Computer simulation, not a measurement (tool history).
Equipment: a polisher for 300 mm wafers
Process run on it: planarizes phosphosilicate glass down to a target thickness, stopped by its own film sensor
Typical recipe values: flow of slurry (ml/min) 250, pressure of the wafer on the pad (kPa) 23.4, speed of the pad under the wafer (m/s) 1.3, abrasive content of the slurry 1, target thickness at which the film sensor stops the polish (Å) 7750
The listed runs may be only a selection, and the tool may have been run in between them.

run    hour  flow of slurry (ml/min)  pressure of the wafer on the pad (kPa)  speed of the pad under the wafer (m/s)  abrasive content of the slurry  target thickness at which the film sensor stops the polish (Å)  wafers since the last listed run  wafers polished on this pad  hours since the slurry nozzle was cleaned  hours since the head pressure was calibrated  hours since the slurry blender was calibrated  hours since the conditioning disc was replaced  incoming thickness of the incoming film, nm  time until the film sensor stopped the polish (s)
  1       0                      250                                    23.4                                     1.3                               1                                                            7750                                 0                         2405                                       67.6                                           156                                          419.5                                             7.8                                       1629.7                                               75.8
  2    24.6                      180                                    15.2                                     1.3                               1                                                            7750                               232                         2638                                       92.2                                         180.6                                          444.1                                            32.4                                       1661.5                                              127.1
  3    77.2                      250                                    23.4                                     1.3                            1.15                                                            7750                               497                         3135                                      144.8                                         233.2                                          496.7                                              85                                       1671.9                                               76.6
       80.9  -- slurry blender recalibrated
      133.5  -- worn pad replaced by a new one
  4   137.9                      250                                    23.4                                     1.3                               1                                                            7750                               517                           41                                      205.5                                         293.9                                             57                                           145.7                                       1632.8                                               71.3
  5   183.7                      250                                    27.6                                    1.62                               1                                                            7750                               433                          475                                      251.3                                         339.7                                          102.8                                           191.5                                       1649.7                                               53.6
  6   233.6                      340                                    25.5                                     1.3                             1.1                                                            9210                               472                          947                                      301.2                                         389.6                                          152.7                                           241.4                                       1631.5                                               51.4
  7   262.8                      250                                    17.9                                     1.3                               1                                                            5990                               276                         1223                                      330.4                                         418.8                                          181.9                                           270.6                                       1659.9                                                119
  8   301.4                      250                                    16.5                                     1.3                               1                                                            7750                               365                         1589                                        369                                         457.4                                          220.5                                           309.2                                       1634.8                                              104.4
  9   332.6                      250                                    16.5                                     1.3                               1                                                            7750                               295                         1884                                      400.2                                         488.6                                          251.7                                           340.4                                       1677.3                                              111.5
 10     376                      250                                    23.4                                     1.7                            1.25                                                            7750                               410                         2295                                      443.6                                           532                                          295.1                                           383.8                                       1616.4                                               54.9
 11   418.6                      300                                    28.3                                    1.72                            0.75                                                            7750                               403                         2698                                      486.2                                         574.6                                          337.7                                           426.4                                       1666.4                                               61.8
      457.4  -- head pressure recalibrated
 12   457.9                      290                                      20                                    1.58                             0.7                                                            7750                               353                         3051                                      525.5                                           0.5                                            377                                           465.7                                       1671.2                                               96.9
 13   483.9                      185                                    23.4                                     1.3                             0.9                                                            7750                               246                         3297                                      551.5                                          26.5                                            403                                           491.7                                         1639                                               87.4
      509.2  -- slurry nozzle cleaned
      520.1  -- slurry blender recalibrated
 14   554.1                      200                                    23.4                                    0.98                             0.8                                                            7750                               636                         3933                                       44.9                                          96.7                                             34                                           561.9                                         1618                                              110.7
      591.8  -- worn pad replaced by a new one
      611.3  -- conditioning disc replaced and pad reconditioned
 15   623.5                      195                                    23.4                                     1.3                             1.3                                                            7750                               600                          281                                      114.3                                         166.1                                          103.4                                            12.2                                       1625.2                                                 66
 16   694.2                      310                                    20.7                                     1.3                               1                                                            8990                               669                          950                                        185                                         236.8                                          174.1                                            82.9                                       1637.3                                               68.9
 17   744.7                      320                                    17.2                                    1.18                               1                                                            6510                               478                         1428                                      235.5                                         287.3                                          224.6                                           133.4                                       1667.8                                              124.2
 18   811.2                      250                                    23.4                                    1.68                             0.8                                                           10340                               629                         2057                                        302                                         353.8                                          291.1                                           199.9                                       1640.5                                               48.6
 19   880.3                      330                                    23.4                                     1.3                            0.75                                                            7750                               654                         2711                                      371.1                                         422.9                                          360.2                                             269                                       1671.9                                               90.5
      921.3  -- slurry blender recalibrated
 20     943                      250                                    23.4                                     1.3                               1                                                            7750                               574                         3286                                      433.8                                         485.6                                           21.7                                           331.7                                       1662.9                                               78.5
      953.7  -- slurry nozzle cleaned
 21   967.5                      250                                    23.4                                     1.3                               1                                                            7750                               222                         3508                                       13.8                                         510.1                                           46.2                                           356.2                                       1637.9                                               77.4
      977.8  -- worn pad replaced by a new one
 22  1015.9                      250                                    23.4                                     1.3                               1                                                            7750                               420                          360                                       62.2                                         558.5                                           94.6                                           404.6                                       1646.7                                               72.5
 23  1086.3                      250                                    23.4                                     1.3                               1                                                            9000                               666                         1026                                      132.6                                         628.9                                            165                                             475                                         1643                                               62.9
     1129.5  -- head pressure recalibrated
 24  1144.1                      300                                    23.4                                     1.3                               1                                                            7750                               528                         1554                                      190.4                                          14.6                                          222.8                                           532.8                                       1637.9                                               72.4

Here are 5 independent what-if runs from the current tool condition. What would each one return?
  A  1144.6                      250                                    23.4                                     1.3                               1                                                            7750                                 4                         1559                                      190.9                                          15.1                                          223.3                                           533.3                                       1671.2                                                  ?
  B  1144.6                      325                                      29                                    1.74                               1                                                            9130                                 4                         1559                                      190.9                                          15.1                                          223.3                                           533.3                                       1671.2                                                  ?
  C  1144.6                      250                                      31                                    1.56                               1                                                            8710                                 4                         1559                                      190.9                                          15.1                                          223.3                                           533.3                                       1671.2                                                  ?
  D  1144.6                      195                                    16.5                                       1                            1.25                                                            7750                                 4                         1559                                      190.9                                          15.1                                          223.3                                           533.3                                       1671.2                                                  ?
  E  1144.6                      275                                    17.9                                     1.3                               1                                                            7750                                 4                         1559                                      190.9                                          15.1                                          223.3                                           533.3                                       1671.2                                                  ?

run  time until the film sensor stopped the polish (s)
  A                                               77.6
  B                                                 41
  C                                               45.2
  D                                              126.6
  E                                              100.4
With no hidden state in the tool, these same runs would have given:
run  time until the film sensor stopped the polish (s)
  A                                               73.9
  B                                                 39
  C                                               43.1
  D                                              120.6
  E                                               95.7
